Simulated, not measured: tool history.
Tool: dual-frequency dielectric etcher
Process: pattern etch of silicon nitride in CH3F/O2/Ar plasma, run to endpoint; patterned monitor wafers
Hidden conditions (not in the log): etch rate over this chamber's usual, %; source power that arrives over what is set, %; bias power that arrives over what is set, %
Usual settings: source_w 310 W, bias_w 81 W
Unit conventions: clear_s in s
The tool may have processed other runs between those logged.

| run | hour | source_w | bias_w | wafers since the last listed run | hours since the last wet clean | hours since the last source power generator calibration | hours since the last bias power generator calibration | hours since the last upper electrode change | incoming incoming film thickness, nm | clear_s |
|---|---|---|---|---|---|---|---|---|---|---|
| 1 | 0.0 | 310 | 81 | 0 | 63.8 | 1888.4 | 2518.2 | 5372.5 | 35.15 | 55.7 |
| 2 | 14.5 | 310 | 72 | 214 | 78.3 | 1902.9 | 2532.7 | 5387.0 | 34.84 | 56.4 |
| 3 | 46.5 | 310 | 72 | 474 | 110.3 | 1934.9 | 2564.7 | 5419.0 | 34.57 | 56.2 |
| 4 | 54.0 | 310 | 72 | 111 | 117.8 | 1942.4 | 2572.2 | 5426.5 | 34.90 | 56.5 |
| 5 | 62.1 | 310 | 81 | 120 | 125.9 | 1950.5 | 2580.3 | 5434.6 | 35.41 | 56.0 |
| 6 | 71.5 | 350 | 93 | 139 | 135.3 | 1959.9 | 2589.7 | 5444.0 | 35.02 | 51.4 |
| 7 | 83.2 | 350 | 93 | 173 | 147.0 | 1971.6 | 2601.4 | 5455.7 | 34.97 | 51.1 |
| 8 | 92.3 | 310 | 81 | 134 | 156.1 | 1980.7 | 2610.5 | 5464.8 | 35.07 | 55.4 |
| 9 | 105.1 | 310 | 81 | 189 | 168.9 | 1993.5 | 2623.3 | 5477.6 | 35.17 | 55.1 |
| 10 | 113.5 | 310 | 67 | 124 | 177.3 | 2001.9 | 2631.7 | 5486.0 | 34.99 | 57.9 |
| 11 | 165.9 | 310 | 81 | 776 | 229.7 | 2054.3 | 2684.1 | 5538.4 | 34.99 | 54.6 |
| 12 | 183.4 | 310 | 81 | 259 | 247.2 | 2071.8 | 2701.6 | 5555.9 | 35.26 | 55.4 |
|  | 192.1 | source power generator calibrated |
| 13 | 197.7 | 310 | 81 | 152 | 261.5 | 5.6 | 2715.9 | 5570.2 | 34.98 | 54.4 |
| 14 | 205.5 | 340 | 89 | 115 | 269.3 | 13.4 | 2723.7 | 5578.0 | 34.98 | 51.2 |
| 15 | 216.5 | 360 | 81 | 163 | 280.3 | 24.4 | 2734.7 | 5589.0 | 34.74 | 51.4 |
| 16 | 226.2 | 360 | 81 | 143 | 290.0 | 34.1 | 2744.4 | 5598.7 | 35.16 | 51.7 |
| 17 | 261.8 | 360 | 81 | 527 | 325.6 | 69.7 | 2780.0 | 5634.3 | 35.07 | 51.2 |
| 18 | 277.7 | 310 | 89 | 235 | 341.5 | 85.6 | 2795.9 | 5650.2 | 34.49 | 52.5 |
| 19 | 285.8 | 240 | 71 | 120 | 349.6 | 93.7 | 2804.0 | 5658.3 | 34.91 | 60.6 |
|  | 311.9 | wet clean of the chamber |
|  | 336.1 | upper electrode replaced |
| 20 | 336.6 | 310 | 81 | 41 | 24.7 | 144.5 | 2854.8 | 0.5 | 35.09 | 55.6 |
| 21 | 337.0 | 270 | 81 | 5 | 25.1 | 144.9 | 2855.2 | 0.9 | 34.79 | 58.4 |
| 22 | 337.3 | 390 | 76 | 4 | 25.4 | 145.2 | 2855.5 | 1.2 | 35.29 | 52.0 |
| 23 | 337.6 | 310 | 101 | 4 | 25.7 | 145.5 | 2855.8 | 1.5 | 34.83 | 52.2 |
| 24 | 346.8 | 310 | 100 | 136 | 34.9 | 154.7 | 2865.0 | 10.7 | 34.77 | 52.1 |
| 25 | 362.6 | 360 | 81 | 234 | 50.7 | 170.5 | 2880.8 | 26.5 | 34.86 | 52.5 |
|  | 367.8 | bias power generator calibrated |
| 26 | 377.8 | 280 | 81 | 166 | 65.9 | 185.7 | 10.0 | 41.7 | 35.21 | 57.9 |
| 27 | 395.7 | 280 | 64 | 265 | 83.8 | 203.6 | 27.9 | 59.6 | 34.77 | 60.5 |
| 28 | 410.7 | 310 | 81 | 222 | 98.8 | 218.6 | 42.9 | 74.6 | 34.93 | 54.7 |
| 29 | 453.9 | 310 | 81 | 640 | 142.0 | 261.8 | 86.1 | 117.8 | 34.56 | 54.6 |
| 30 | 471.6 | 310 | 62 | 262 | 159.7 | 279.5 | 103.8 | 135.5 | 35.12 | 59.2 |
| 31 | 480.0 | 310 | 81 | 124 | 168.1 | 287.9 | 112.2 | 143.9 | 35.21 | 55.4 |
| 32 | 495.6 | 270 | 66 | 231 | 183.7 | 303.5 | 127.8 | 159.5 | 34.90 | 60.7 |
| 33 | 506.7 | 360 | 100 | 164 | 194.8 | 314.6 | 138.9 | 170.6 | 34.93 | 48.7 |
| 34 | 520.5 | 340 | 64 | 204 | 208.6 | 328.4 | 152.7 | 184.4 | 34.70 | 54.9 |
| 35 | 532.8 | 360 | 92 | 182 | 220.9 | 340.7 | 165.0 | 196.7 | 34.80 | 50.1 |
| 36 | 546.4 | 270 | 98 | 201 | 234.5 | 354.3 | 178.6 | 210.3 | 35.04 | 54.3 |

Hidden state or all else? Some run-to-run changes of clear_s, split into what the settings, what came in and random variation would give without the hidden state, and what is left for the hidden state (with any gauge scatter that isn't in both results):
Run 2 -> 3: no setting changed, nothing entered. clear_s -0.2 s: hidden state -0.2, all else +0.0.
Run 18 -> 19: source_w 310 -> 240, bias_w 89 -> 71. clear_s +8.1 s: hidden state -0.3, all else +8.4.
Run 19 -> 20: source_w 240 -> 310, bias_w 71 -> 81, wet clean of the chamber, upper electrode replaced. clear_s -5.0 s: hidden state +1.9, all else -6.9.
Run 21 -> 22: source_w 270 -> 390, bias_w 81 -> 76. clear_s -6.4 s: hidden state -0.1, all else -6.3.
Run 32 -> 33: source_w 270 -> 360, bias_w 66 -> 100. clear_s -12.0 s: hidden state +0.2, all else -12.2.
